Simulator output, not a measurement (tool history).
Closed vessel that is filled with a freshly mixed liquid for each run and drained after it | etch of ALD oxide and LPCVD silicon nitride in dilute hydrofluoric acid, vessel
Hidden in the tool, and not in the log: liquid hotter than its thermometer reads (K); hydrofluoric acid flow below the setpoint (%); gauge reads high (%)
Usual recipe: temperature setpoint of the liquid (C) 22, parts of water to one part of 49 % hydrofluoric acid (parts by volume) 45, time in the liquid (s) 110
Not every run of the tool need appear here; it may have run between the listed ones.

run   hour  temperature setpoint of the liquid (C)  parts of water to one part of 49 % hydrofluoric acid (parts by volume)  time in the liquid (s)  wafers since the last listed run  hours since the thermometer was replaced  hours since the hydrofluoric acid flow meter was replaced  hours since the gauge calibration  read-back film thickness of the ALD oxide reference wafer, read on the same gauge (nm)  read-back film thickness of the LPCVD silicon nitride reference wafer, read on the same gauge (nm)  thickness taken off the ALD oxide on a monitor wafer (angstrom)  thickness taken off the LPCVD silicon nitride on a monitor wafer (angstrom)
  1      0                                      22                                                                      45                     125                                 0                                     460.6                                                        325                              653.5                                                                                  100.01                                                                                              29.999                                                            389.1                                                                        15.12
  2   24.1                                      26                                                                      35                     110                              1774                                     484.7                                                      349.1                              677.6                                                                                     100                                                                                              29.994                                                            536.2                                                                        23.79
      66.9  -- thermometer replaced
  3  121.8                                      26                                                                      45                     110                              7119                                      54.9                                                      446.8                              775.3                                                                                   99.98                                                                                              30.017                                                            381.6                                                                         15.4
  4  153.6                                    23.5                                                                      45                     110                              2341                                      86.7                                                      478.6                              807.1                                                                                   99.99                                                                                              29.992                                                            341.1                                                                        13.44
  5  176.9                                    23.5                                                                      45                     110                              1715                                       110                                                      501.9                              830.4                                                                                  100.01                                                                                              29.991                                                            342.7                                                                        13.37
  6  194.8                                    23.5                                                                      45                     110                              1317                                     127.9                                                      519.8                              848.3                                                                                     100                                                                                              30.012                                                            344.6                                                                        14.31
  7  220.4                                      24                                                                      45                     110                              1884                                     153.5                                                      545.4                              873.9                                                                                     100                                                                                              29.983                                                            354.9                                                                        14.75
  8  251.3                                      24                                                                      45                     110                              2275                                     184.4                                                      576.3                              904.8                                                                                  100.01                                                                                              29.998                                                            358.5                                                                        13.95
     253.1  -- gauge calibrated
  9  283.9                                      24                                                                      45                     110                              2400                                       217                                                      608.9                               30.8                                                                                     100                                                                                              29.989                                                            359.9                                                                        14.82
 10  300.3                                    18.5                                                                      45                     110                              1207                                     233.4                                                      625.3                               47.2                                                                                   99.99                                                                                              30.001                                                            285.8                                                                        10.45
 11  330.1                                    18.5                                                                      45                     110                              2194                                     263.2                                                      655.1                                 77                                                                                     100                                                                                              30.011                                                            286.4                                                                           10
 12  353.7                                    25.5                                                                      45                     110                              1737                                     286.8                                                      678.7                              100.6                                                                                   99.99                                                                                              30.003                                                            384.9                                                                        16.68
 13  377.6                                      25                                                                      45                     110                              1759                                     310.7                                                      702.6                              124.5                                                                                     100                                                                                              29.995                                                            380.6                                                                        17.14
 14  443.7                                      22                                                                      40                      75                              4866                                     376.8                                                      768.7                              190.6                                                                                     100                                                                                               30.01                                                            258.5                                                                        10.15
 15  544.8                                      22                                                                      45                     110                              7443                                     477.9                                                      869.8                              291.7                                                                                   99.99                                                                                              29.989                                                            349.8                                                                        13.67
     563.2  -- hydrofluoric acid flow meter replaced
     571.3  -- thermometer replaced
 16  572.4                                      22                                                                      45                     110                              1884                                       1.1                                                        9.2                              319.3                                                                                     100                                                                                              29.998                                                            311.5                                                                        11.87
 17  599.2                                      22                                                                      45                     165                              1973                                      27.9                                                         36                              346.1                                                                                     100                                                                                              29.996                                                            474.1                                                                        18.23
 18    634                                    25.5                                                                      50                     170                              2562                                      62.7                                                       70.8                              380.9                                                                                   99.99                                                                                              29.994                                                            516.1                                                                        22.55
 19  650.2                                      22                                                                      55                     110                              1192                                      78.9                                                         87                              397.1                                                                                  100.02                                                                                              30.012                                                            262.3                                                                        10.48
 20    666                                      22                                                                      55                     140                              1163                                      94.7                                                      102.8                              412.9                                                                                  100.01                                                                                              30.007                                                            326.5                                                                        13.21
 21    679                                      17                                                                      45                     165                               957                                     107.7                                                      115.8                              425.9                                                                                   99.99                                                                                              29.989                                                            392.1                                                                        13.39
 22  700.4                                      22                                                                      60                     110                              1575                                     129.1                                                      137.2                              447.3                                                                                   99.99                                                                                              29.987                                                            238.6                                                                         9.86
 23  717.6                                      22                                                                      35                     110                              1266                                     146.3                                                      154.4                              464.5                                                                                     100                                                                                              30.006                                                              422                                                                        15.64
 24  732.6                                      24                                                                      45                     145                              1104                                     161.3                                                      169.4                              479.5                                                                                     100                                                                                              29.983                                                              463                                                                        19.54
 25  754.3                                      22                                                                      45                     110                              1597                                       183                                                      191.1                              501.2                                                                                  100.02                                                                                              30.024                                                            327.9                                                                        12.78

Consider 5 possible next runs. They are alternatives, not a sequence: every one starts from the tool as it was left by run 25. What does each give?
  A   755                                      22                                                                      45                      70                                51                                     183.7                                                      191.8                              501.9                                                                                       ?                                                                                                   ?                                                                ?                                                                            ?
  B   755                                      22                                                                      40                     110                                51                                     183.7                                                      191.8                              501.9                                                                                       ?                                                                                                   ?                                                                ?                                                                            ?
  C   755                                    20.5                                                                      35                     160                                51                                     183.7                                                      191.8                              501.9                                                                                       ?                                                                                                   ?                                                                ?                                                                            ?
  D   755                                    26.5                                                                      45                     110                                51                                     183.7                                                      191.8                              501.9                                                                                       ?                                                                                                   ?                                                                ?                                                                            ?
  E   755                                    19.5                                                                      60                      65                                51                                     183.7                                                      191.8                              501.9                                                                                       ?                                                                                                   ?                                                                ?                                                                            ?

run  read-back film thickness of the ALD oxide reference wafer, read on the same gauge (nm)  read-back film thickness of the LPCVD silicon nitride reference wafer, read on the same gauge (nm)  thickness taken off the ALD oxide on a monitor wafer (angstrom)  thickness taken off the LPCVD silicon nitride on a monitor wafer (angstrom)
  A                                                                                   99.98                                                                                              29.994                                                            210.3                                                                         8.18
  B                                                                                   99.98                                                                                              29.994                                                            374.2                                                                        14.42
  C                                                                                   99.98                                                                                              29.994                                                            587.7                                                                        21.53
  D                                                                                   99.98                                                                                              29.994                                                            397.4                                                                        17.39
  E                                                                                   99.98                                                                                              29.994                                                            129.5                                                                         4.83
What these runs would have given with no unlogged condition in the tool:
run  thickness taken off the ALD oxide on a monitor wafer (angstrom)  thickness taken off the LPCVD silicon nitride on a monitor wafer (angstrom)
  A                                                            203.3                                                                         7.74
  B                                                            361.7                                                                        13.64
  C                                                            567.7                                                                        20.36
  D                                                            384.6                                                                        16.48
  E                                                            125.1                                                                         4.57
